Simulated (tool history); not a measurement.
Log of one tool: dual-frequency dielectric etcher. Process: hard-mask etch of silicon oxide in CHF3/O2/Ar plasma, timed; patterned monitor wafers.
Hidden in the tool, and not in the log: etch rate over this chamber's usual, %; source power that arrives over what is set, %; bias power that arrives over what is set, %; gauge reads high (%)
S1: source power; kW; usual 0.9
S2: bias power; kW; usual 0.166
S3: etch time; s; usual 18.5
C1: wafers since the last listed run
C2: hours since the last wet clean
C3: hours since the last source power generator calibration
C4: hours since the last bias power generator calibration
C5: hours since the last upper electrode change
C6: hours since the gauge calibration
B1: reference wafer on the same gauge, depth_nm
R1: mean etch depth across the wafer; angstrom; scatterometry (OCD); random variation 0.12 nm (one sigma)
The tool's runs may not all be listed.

Run 1, day 0: usual settings; C1 0; C2 325; C3 4591.9; C4 1273.5; C5 2669.4; C6 357.1; B1 44.19. Result: R1 385.2 angstrom.
Run 2, day 1.038: usual settings; C1 370; C2 349.9; C3 4616.8; C4 1298.4; C5 2694.3; C6 382; B1 44.19. Result: R1 387.9 angstrom.
Run 3, day 2.45: usual settings; C1 504; C2 383.8; C3 4650.7; C4 1332.3; C5 2728.2; C6 415.9; B1 44.26. Result: R1 385 angstrom.
Run 4, day 3.117: usual settings; C1 237; C2 399.8; C3 4666.7; C4 1348.3; C5 2744.2; C6 431.9; B1 44.27. Result: R1 388.3 angstrom.
Run 5, day 4.517: usual settings; C1 499; C2 433.4; C3 4700.3; C4 1381.9; C5 2777.8; C6 465.5; B1 44.2. Result: R1 387 angstrom.
Run 6, day 5.379: usual settings but S2 0.199 kW, S3 16 s; C1 307; C2 454.1; C3 4721; C4 1402.6; C5 2798.5; C6 486.2; B1 44.22. Result: R1 350.9 angstrom.
Run 7, day 6.612: usual settings but S3 15.5 s; C1 440; C2 483.7; C3 4750.6; C4 1432.2; C5 2828.1; C6 515.8; B1 44.2. Result: R1 324.2 angstrom.
At day 7.779: wet clean of the chamber.
Run 8, day 7.8: usual settings; C1 66; C2 0.5; C3 4779.1; C4 1460.7; C5 2856.6; C6 544.3; B1 44.15. Result: R1 391.8 angstrom.
At day 11.108: upper electrode replaced.
Run 9, day 11.129: usual settings; C1 831; C2 80.4; C3 4859; C4 1540.6; C5 0.5; C6 624.2; B1 44.26. Result: R1 391.9 angstrom.
Run 10, day 11.571: usual settings but S2 0.179 kW; C1 157; C2 91; C3 4869.6; C4 1551.2; C5 11.1; C6 634.8; B1 44.15. Result: R1 399.9 angstrom.
Run 11, day 12.667: usual settings; C1 391; C2 117.3; C3 4895.9; C4 1577.5; C5 37.4; C6 661.1; B1 44.2. Result: R1 394.2 angstrom.
At day 13.354: source power generator calibrated.
Run 12, day 13.879: usual settings but S3 23.5 s; C1 373; C2 146.4; C3 12.6; C4 1606.6; C5 66.5; C6 690.2; B1 44.17. Result: R1 498.5 angstrom.
At day 15.692: wet clean of the chamber, repeated, since the last time left the tool worse.
Run 13, day 15.712: usual settings; C1 297; C2 0.5; C3 56.6; C4 1650.6; C5 110.5; C6 734.2; B1 44.26. Result: R1 383.3 angstrom.
Run 14, day 16.175: usual settings but S1 0.98 kW, S2 0.205 kW, S3 21 s; C1 165; C2 11.6; C3 67.7; C4 1661.7; C5 121.6; C6 745.3; B1 44.17. Result: R1 480.1 angstrom.
Run 15, day 17.046: usual settings but S1 0.72 kW; C1 310; C2 32.5; C3 88.6; C4 1682.6; C5 142.5; C6 766.2; B1 44.18. Result: R1 351.6 angstrom.
At day 17.512: bias power generator calibrated.
Run 16, day 17.796: usual settings but S3 21 s; C1 208; C2 50.5; C3 106.6; C4 6.8; C5 160.5; C6 784.2; B1 44.22. Result: R1 436.1 angstrom.
Run 17, day 18.829: usual settings but S2 0.15 kW; C1 368; C2 75.3; C3 131.4; C4 31.6; C5 185.3; C6 809; B1 44.26. Result: R1 374.9 angstrom.
Run 18, day 20.238: usual settings but S1 0.8 kW, S2 0.185 kW, S3 13 s; C1 502; C2 109.1; C3 165.2; C4 65.4; C5 219.1; C6 842.8; B1 44.15. Result: R1 266 angstrom.
At day 21.158: gauge calibrated.
Run 19, day 21.304: usual settings; C1 380; C2 134.7; C3 190.8; C4 91; C5 244.7; C6 3.5; B1 44.19. Result: R1 382.7 angstrom.
Run 20, day 22.271: usual settings but S1 0.72 kW, S2 0.15 kW, S3 14.5 s; C1 344; C2 157.9; C3 214; C4 114.2; C5 267.9; C6 26.7; B1 44.16. Result: R1 269.1 angstrom.
Run 21, day 22.946: usual settings; C1 240; C2 174.1; C3 230.2; C4 130.4; C5 284.1; C6 42.9; B1 44.24. Result: R1 387.4 angstrom.
Run 22, day 23.925: usual settings but S2 0.196 kW; C1 349; C2 197.6; C3 253.7; C4 153.9; C5 307.6; C6 66.4; B1 44.19. Result: R1 403.7 angstrom.
Run 23, day 24.833: usual settings; C1 324; C2 219.4; C3 275.5; C4 175.7; C5 329.4; C6 88.2; B1 44.23. Result: R1 383.5 angstrom.
Run 24, day 26.462: usual settings but S2 0.207 kW; C1 581; C2 258.5; C3 314.6; C4 214.8; C5 368.5; C6 127.3; B1 44.23. Result: R1 410.4 angstrom.
Run 25, day 27.462: usual settings but S1 1.06 kW; C1 356; C2 282.5; C3 338.6; C4 238.8; C5 392.5; C6 151.3; B1 44.25. Result: R1 412.8 angstrom.
Run 26, day 28.192: usual settings but S1 1 kW, S2 0.178 kW, S3 22.5 s; C1 260; C2 300; C3 356.1; C4 256.3; C5 410; C6 168.8; B1 44.22. Result: R1 498.5 angstrom.
Run 27, day 29.492: usual settings but S2 0.145 kW; C1 463; C2 331.2; C3 387.3; C4 287.5; C5 441.2; C6 200; B1 44.19. Result: R1 374.5 angstrom.
Run 28, day 30.167: usual settings; C1 240; C2 347.4; C3 403.5; C4 303.7; C5 457.4; C6 216.2; B1 44.16. Result: R1 387.2 angstrom.
Run 29, day 31.333: usual settings but S1 0.97 kW, S2 0.205 kW; C1 416; C2 375.4; C3 431.5; C4 331.7; C5 485.4; C6 244.2; B1 44.25. Result: R1 425 angstrom.

5 ways to go on from here, each from the tool as it stands after run 29. What would each give?
Run A, day 31.35: usual settings; C1 5; C2 375.8; C3 431.9; C4 332.1; C5 485.8; C6 244.6; B1 ?. Result: R1 ?.
Run B, day 31.35: usual settings but S1 1.06 kW, S2 0.205 kW, S3 16 s; C1 5; C2 375.8; C3 431.9; C4 332.1; C5 485.8; C6 244.6; B1 ?. Result: R1 ?.
Run C, day 31.35: usual settings but S1 0.76 kW, S2 0.124 kW, S3 23 s; C1 5; C2 375.8; C3 431.9; C4 332.1; C5 485.8; C6 244.6; B1 ?. Result: R1 ?.
Run D, day 31.35: usual settings but S1 1.02 kW; C1 5; C2 375.8; C3 431.9; C4 332.1; C5 485.8; C6 244.6; B1 ?. Result: R1 ?.
Run E, day 31.35: usual settings but S1 1.09 kW, S3 23.5 s; C1 5; C2 375.8; C3 431.9; C4 332.1; C5 485.8; C6 244.6; B1 ?. Result: R1 ?.

run     B1     R1
  A  44.17  387.2
  B  44.17  378.4
  C  44.17    418
  D  44.17  406.7
  E  44.17  530.3
Without the tool's hidden state the same runs would have given:
run     R1
  A  383.5
  B  374.7
  C    414
  D  402.8
  E  525.1
